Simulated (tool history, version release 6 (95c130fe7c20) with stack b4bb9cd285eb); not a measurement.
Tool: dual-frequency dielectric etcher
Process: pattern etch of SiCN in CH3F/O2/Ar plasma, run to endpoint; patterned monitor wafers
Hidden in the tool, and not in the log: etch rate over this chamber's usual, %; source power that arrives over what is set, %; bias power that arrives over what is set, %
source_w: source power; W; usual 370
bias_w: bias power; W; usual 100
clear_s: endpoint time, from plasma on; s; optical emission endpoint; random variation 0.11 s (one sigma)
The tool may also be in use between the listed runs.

run,hour,source_w,bias_w,wafers since the last listed run,hours since the last wet clean,hours since the last source power generator calibration,hours since the last bias power generator calibration,hours since the last upper electrode change,"incoming incoming film thickness, nm",clear_s
1,0,390,100,0,66.2,2842.8,881.9,1070.6,11.12,25.4
2,54.7,390,100,973,120.9,2897.5,936.6,1125.3,11.11,25.6
3,155.4,390,100,1791,221.6,2998.2,1037.3,1226,11.22,26.1
4,244.5,370,92,1585,310.7,3087.3,1126.4,1315.1,11.13,27.2
# hour 348.7: wet clean of the chamber
5,349.2,370,92,1435,0.5,3192,1231.1,1419.8,11.03,26.1
6,369.2,370,92,355,20.5,3212,1251.1,1439.8,11.16,26.2
7,450.8,350,100,1451,102.1,3293.6,1332.7,1521.4,11.04,25.9
8,494.5,370,100,777,145.8,3337.3,1376.4,1565.1,11.1,26
9,543.2,370,100,866,194.5,3386,1425.1,1613.8,11.09,25.9
10,620.7,370,100,1378,272,3463.5,1502.6,1691.3,11.21,26.3
# hour 776.4: wet clean of the chamber
11,833.3,370,100,3355,56.9,3676.1,1715.2,1903.9,11.09,25.6
# hour 845.6: bias power generator calibrated
12,889.3,370,100,925,112.9,3732.1,43.7,1959.9,11.17,25.9
13,957.6,370,100,1215,181.2,3800.4,112,2028.2,11.19,26.3
14,1060.3,370,100,1827,283.9,3903.1,214.7,2130.9,11.07,26.1
15,1130.5,370,100,1249,354.1,3973.3,284.9,2201.1,11.18,26.4
16,1177.4,370,75,834,401,4020.2,331.8,2248,11.07,28.4
17,1216.3,330,90,692,439.9,4059.1,370.7,2286.9,11.15,28.4
# hour 1258.9: wet clean of the chamber
18,1259.4,440,111,339,0.5,4102.2,413.8,2330,11.08,23.6
# hour 1270.6: source power generator calibrated
# hour 1308.5: upper electrode replaced
19,1309,410,117,384,50.1,38.4,463.4,0.5,11.13,23.8
20,1415.7,370,100,1898,156.8,145.1,570.1,107.2,11.06,25.9
21,1486.8,370,100,1265,227.9,216.2,641.2,178.3,11.14,26.2
22,1577,370,100,1604,318.1,306.4,731.4,268.5,11.18,26.3

The next listed run, before its measurement:
23,1648.6,370,108,1273,389.7,378,803,340.1,11.14,?

Run 23 gave clear_s 25.8 s.
Without the tool's hidden state the same run would have given clear_s 25 s.
